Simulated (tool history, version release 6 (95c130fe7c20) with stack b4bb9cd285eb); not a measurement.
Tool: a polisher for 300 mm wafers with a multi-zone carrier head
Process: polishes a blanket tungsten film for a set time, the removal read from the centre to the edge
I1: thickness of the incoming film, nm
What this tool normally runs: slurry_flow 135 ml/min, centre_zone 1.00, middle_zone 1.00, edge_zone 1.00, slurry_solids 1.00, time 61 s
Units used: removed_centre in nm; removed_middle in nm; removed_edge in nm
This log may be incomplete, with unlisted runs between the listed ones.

Run 1, hour 0.0: usual settings; I1 1621.0. Result: removed_centre 528.7 nm, removed_middle 504.3 nm, removed_edge 505.9 nm.
Run 2, hour 33.8: usual settings; I1 1625.9. Result: removed_centre 519.3 nm, removed_middle 496.3 nm, removed_edge 503.7 nm.
Run 3, hour 99.8: usual settings but slurry_flow 115 ml/min; I1 1598.0. Result: removed_centre 539.5 nm, removed_middle 488.5 nm, removed_edge 500.0 nm.
Run 4, hour 138.2: usual settings but slurry_flow 115 ml/min; I1 1600.8. Result: removed_centre 529.1 nm, removed_middle 491.6 nm, removed_edge 491.8 nm.
Run 5, hour 307.4: usual settings but slurry_solids 1.10, time 66 s; I1 1630.3. Result: removed_centre 591.0 nm, removed_middle 555.8 nm, removed_edge 549.8 nm.
Run 6, hour 371.2: usual settings but slurry_solids 1.10, time 66 s; I1 1587.4. Result: removed_centre 585.9 nm, removed_middle 547.2 nm, removed_edge 550.6 nm.
Run 7, hour 420.0: usual settings but slurry_flow 125 ml/min; I1 1625.7. Result: removed_centre 543.6 nm, removed_middle 492.0 nm, removed_edge 502.3 nm.
Run 8, hour 444.5: usual settings but slurry_flow 110 ml/min, edge_zone 1.08; I1 1598.8. Result: removed_centre 545.2 nm, removed_middle 484.4 nm, removed_edge 528.1 nm.
Run 9, hour 477.1: usual settings; I1 1600.9. Result: removed_centre 545.8 nm, removed_middle 504.0 nm, removed_edge 498.1 nm.
Run 10, hour 533.7: usual settings but centre_zone 0.96; I1 1575.1. Result: removed_centre 530.6 nm, removed_middle 511.0 nm, removed_edge 505.7 nm.
Run 11, hour 597.2: usual settings but slurry_flow 115 ml/min; I1 1603.6. Result: removed_centre 543.9 nm, removed_middle 491.2 nm, removed_edge 485.1 nm.
Run 12, hour 637.0: usual settings but slurry_flow 105 ml/min; I1 1597.7. Result: removed_centre 541.9 nm, removed_middle 487.1 nm, removed_edge 501.6 nm.
Run 13, hour 663.9: usual settings; I1 1600.4. Result: removed_centre 564.2 nm, removed_middle 497.3 nm, removed_edge 519.1 nm.
Run 14, hour 719.9: usual settings but slurry_flow 170 ml/min, centre_zone 1.08, edge_zone 1.10, time 68 s; I1 1588.6. Result: removed_centre 677.2 nm, removed_middle 562.7 nm, removed_edge 581.5 nm.
Run 15, hour 781.7: usual settings but centre_zone 1.09, time 82 s; I1 1596.3. Result: removed_centre 744.6 nm, removed_middle 669.1 nm, removed_edge 660.7 nm.
Run 16, hour 838.2: usual settings but centre_zone 1.04, edge_zone 0.96, slurry_solids 0.80, time 41 s; I1 1589.7. Result: removed_centre 346.2 nm, removed_middle 330.1 nm, removed_edge 321.5 nm.
Run 17, hour 869.2: usual settings but slurry_flow 120 ml/min, centre_zone 1.10, middle_zone 0.94, time 53 s; I1 1591.5. Result: removed_centre 475.3 nm, removed_middle 405.4 nm, removed_edge 425.0 nm.
Run 18, hour 937.2: usual settings but slurry_flow 155 ml/min, slurry_solids 0.70, time 53 s; I1 1605.5. Result: removed_centre 419.6 nm, removed_middle 413.6 nm, removed_edge 431.0 nm.
Run 19, hour 966.2: usual settings; I1 1613.4. Result: removed_centre 502.1 nm, removed_middle 498.6 nm, removed_edge 494.2 nm.
Run 20, hour 1147.7: usual settings; I1 1599.7. Result: removed_centre 519.2 nm, removed_middle 499.7 nm, removed_edge 512.5 nm.
Run 21, hour 1177.1: usual settings but centre_zone 0.88, time 53 s; I1 1574.2. Result: removed_centre 404.3 nm, removed_middle 428.6 nm, removed_edge 441.5 nm.
Run 22, hour 1216.5: usual settings but slurry_flow 90 ml/min, middle_zone 1.07; I1 1602.0. Result: removed_centre 499.6 nm, removed_middle 515.7 nm, removed_edge 497.1 nm.

Put back what was entered between runs (10 entries, withheld): which listed runs does each sit between, and how does the hidden state differ from the listed run before to the listed run after?
Between runs 4 and 5: worn pad replaced by a new one, of another model than before (hour 273.4)
  deviation of the centre zone's pressure from its setpoint, %: 7.73 -> 9.12
  measured minus no-state result, removed_centre: +33.1 -> +43.2 nm
Between runs 5 and 6: slurry nozzle cleaned (hour 361.6)
  deviation of the centre zone's pressure from its setpoint, %: 9.12 -> 9.65
  measured minus no-state result, removed_centre: +43.2 -> +45.1 nm
Between runs 9 and 10: carrier head's membrane replaced by a new one (hour 533.2)
  deviation of the centre zone's pressure from its setpoint, %: 10.5 -> 11
  measured minus no-state result, removed_centre: +45.5 -> +46.1 nm
Between runs 10 and 11: worn pad replaced by a new one (hour 575.7)
  deviation of the centre zone's pressure from its setpoint, %: 11 -> 11.5
  measured minus no-state result, removed_centre: +46.1 -> +49.2 nm
Between runs 14 and 15: centre zone pressure recalibrated (hour 727.9); edge zone pressure recalibrated (hour 748.3)
  deviation of the centre zone's pressure from its setpoint, %: 12.5 -> 1.18
  measured minus no-state result, removed_centre: +65.7 -> +7.4 nm
Between runs 15 and 16: slurry nozzle cleaned (hour 803.8)
  deviation of the centre zone's pressure from its setpoint, %: 1.18 -> 1.65
  measured minus no-state result, removed_centre: +7.4 -> +4.9 nm
Between runs 16 and 17: worn pad replaced by a new one (hour 867.5)
  deviation of the centre zone's pressure from its setpoint, %: 1.65 -> 1.9
  measured minus no-state result, removed_centre: +4.9 -> +7.6 nm
Between runs 19 and 20: carrier head's membrane replaced by a new one (hour 1082.4)
  deviation of the centre zone's pressure from its setpoint, %: 2.7 -> 4.19
  measured minus no-state result, removed_centre: +11.4 -> +18.1 nm
Between runs 21 and 22: worn pad replaced by a new one (hour 1187.3)
  deviation of the centre zone's pressure from its setpoint, %: 4.43 -> 4.76
  measured minus no-state result, removed_centre: +15.0 -> +19.7 nm
